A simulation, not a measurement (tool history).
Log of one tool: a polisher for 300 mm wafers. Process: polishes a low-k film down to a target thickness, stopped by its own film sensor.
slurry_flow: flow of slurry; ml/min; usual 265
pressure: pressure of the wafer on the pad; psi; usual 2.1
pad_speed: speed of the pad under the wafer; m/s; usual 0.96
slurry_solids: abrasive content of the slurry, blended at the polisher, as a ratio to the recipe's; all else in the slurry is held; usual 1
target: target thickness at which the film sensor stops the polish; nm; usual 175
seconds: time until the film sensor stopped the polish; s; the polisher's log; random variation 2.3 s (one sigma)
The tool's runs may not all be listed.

run    hour  slurry_flow  pressure  pad_speed  slurry_solids  target  wafers since the last listed run  wafers polished on this pad  hours since the slurry nozzle was cleaned  hours since the head pressure was calibrated  hours since the slurry blender was calibrated  hours since the conditioning disc was replaced  incoming thickness of the incoming film, nm  seconds
  1       0          265       2.1       0.96              1     175                                 0                          330                                      397.7                                         444.8                                            240                                            96.6                                          229    147.6
  2    30.6          265       2.1       0.96              1     175                               203                          533                                      428.3                                         475.4                                          270.6                                           127.2                                        231.9    160.1
  3    82.9          210       1.4       0.96              1     175                               347                          880                                      480.6                                         527.7                                          322.9                                           179.5                                        231.4    239.7
  4   150.7          265       2.1       1.08              1     175                               450                         1330                                      548.4                                         595.5                                          390.7                                           247.3                                        228.7      138
      180.5  -- slurry nozzle cleaned
        193  -- slurry blender recalibrated
  5     206          295       2.1       0.96              1     175                               347                         1677                                       25.5                                         650.8                                             13                                           302.6                                          230    149.5
      230.3  -- head pressure recalibrated
  6   257.2          265       2.1       0.96              1     175                               326                         2004                                       76.7                                          26.9                                           64.2                                           353.8                                        228.4      150
  7   302.4          265       2.1       0.96              1     175                               300                         2304                                      121.9                                          72.1                                          109.4                                             399                                          230    155.2
  8   355.5          265       2.1       0.96              1     175                               352                         2657                                        175                                         125.2                                          162.5                                           452.1                                        229.4    154.1
      379.8  -- conditioning disc replaced and pad reconditioned
  9     398          265       2.1       1.22           1.25     175                               268                         2925                                      217.5                                         167.7                                            205                                            18.2                                        225.2    102.5
      416.8  -- worn pad replaced by a new one
 10   433.2          265       2.1       0.96              1     175                               207                          109                                      252.7                                         202.9                                          240.2                                            53.4                                        227.4    148.1
 11   487.5          265       2.1       0.96              1     175                               360                          469                                        307                                         257.2                                          294.5                                           107.7                                          233    165.2
 12   535.4          265       2.1       0.96              1     194                               317                          787                                      354.9                                         305.1                                          342.4                                           155.6                                        229.3    101.4
 13   595.7          265       2.1        0.8              1     175                               400                         1187                                      415.2                                         365.4                                          402.7                                           215.9                                        230.9    182.9
 14   662.1          305       2.1       0.96            1.1     175                               440                         1628                                      481.6                                         431.8                                          469.1                                           282.3                                        226.6    142.8
      690.4  -- slurry blender recalibrated
 15   703.5          185       2.1       0.96            1.3     175                               261                         1890                                        523                                         473.2                                           13.1                                           323.7                                        233.7      144
      745.1  -- slurry nozzle cleaned
 16     749          265       2.1       0.96              1     175                               295                         2185                                        3.9                                         518.7                                           58.6                                           369.2                                        231.4    157.5
 17   785.3          355       1.6       1.12              1     161                               240                         2426                                       40.2                                           555                                           94.9                                           405.5                                        230.6      219
 18     817          265       2.3       1.08           0.75     175                               210                         2637                                       71.9                                         586.7                                          126.6                                           437.2                                        230.3    155.9
      847.1  -- worn pad replaced by a new one
      847.9  -- conditioning disc replaced and pad reconditioned
 19   887.7          170       2.1        0.7           0.75     175                               437                          263                                      142.6                                         657.4                                          197.3                                            39.8                                        231.1    265.7
 20   943.5          265       2.1       1.14            0.9     175                               370                          634                                      198.4                                         713.2                                          253.1                                            95.6                                        231.2    148.4
      954.1  -- head pressure recalibrated
 21   990.6          310       2.1       0.96              1     175                               299                          933                                      245.5                                          36.5                                          300.2                                           142.7                                        225.8      142
 22  1060.2          360       1.9       0.96              1     175                               462                         1395                                      315.1                                         106.1                                          369.8                                           212.3                                        230.4    169.4
 23  1103.1          265       2.1       0.82            0.8     175                               284                         1680                                        358                                           149                                          412.7                                           255.2                                        232.8    225.2
 24  1163.7          265       2.1       0.96              1     175                               402                         2082                                      418.6                                         209.6                                          473.3                                           315.8                                        227.1    154.6
     1201.1  -- slurry blender recalibrated
     1210.1  -- slurry nozzle cleaned
 25  1235.6          265       2.8       0.96           0.85     175                               457                         2540                                       25.5                                         281.5                                           34.5                                           387.7                                        229.4    124.4

Some steps in seconds between neighbouring runs. How much of each would the tool show without its hidden state too (settings, what came in, random variation), and how much is left for the hidden state, with any gauge scatter that isn't in both results?
The hidden state here: removal rate lost through wear of the pad, %; slurry flow missing at the pad, %; deviation of the head's pressure from its setpoint, %; abrasive missing from the slurry, %; time polished since the conditioner stopped cutting, s.
Run 14 -> 15: slurry_flow 305 -> 185, slurry_solids 1.1 -> 1.3, slurry blender recalibrated. seconds +1.2 s: hidden state -8.6, all else +9.8.
Run 18 -> 19: slurry_flow 265 -> 170, pressure 2.3 -> 2.1, pad_speed 1.08 -> 0.7, worn pad replaced by a new one, conditioning disc replaced and pad reconditioned. seconds +109.8 s: hidden state +6.4, all else +103.4.
Run 19 -> 20: slurry_flow 170 -> 265, pad_speed 0.7 -> 1.14, slurry_solids 0.75 -> 0.9. seconds -117.3 s: hidden state -4.5, all else -112.8.
Run 24 -> 25: pressure 2.1 -> 2.8, slurry_solids 1 -> 0.85, slurry blender recalibrated, slurry nozzle cleaned. seconds -30.2 s: hidden state -10.8, all else -19.4.
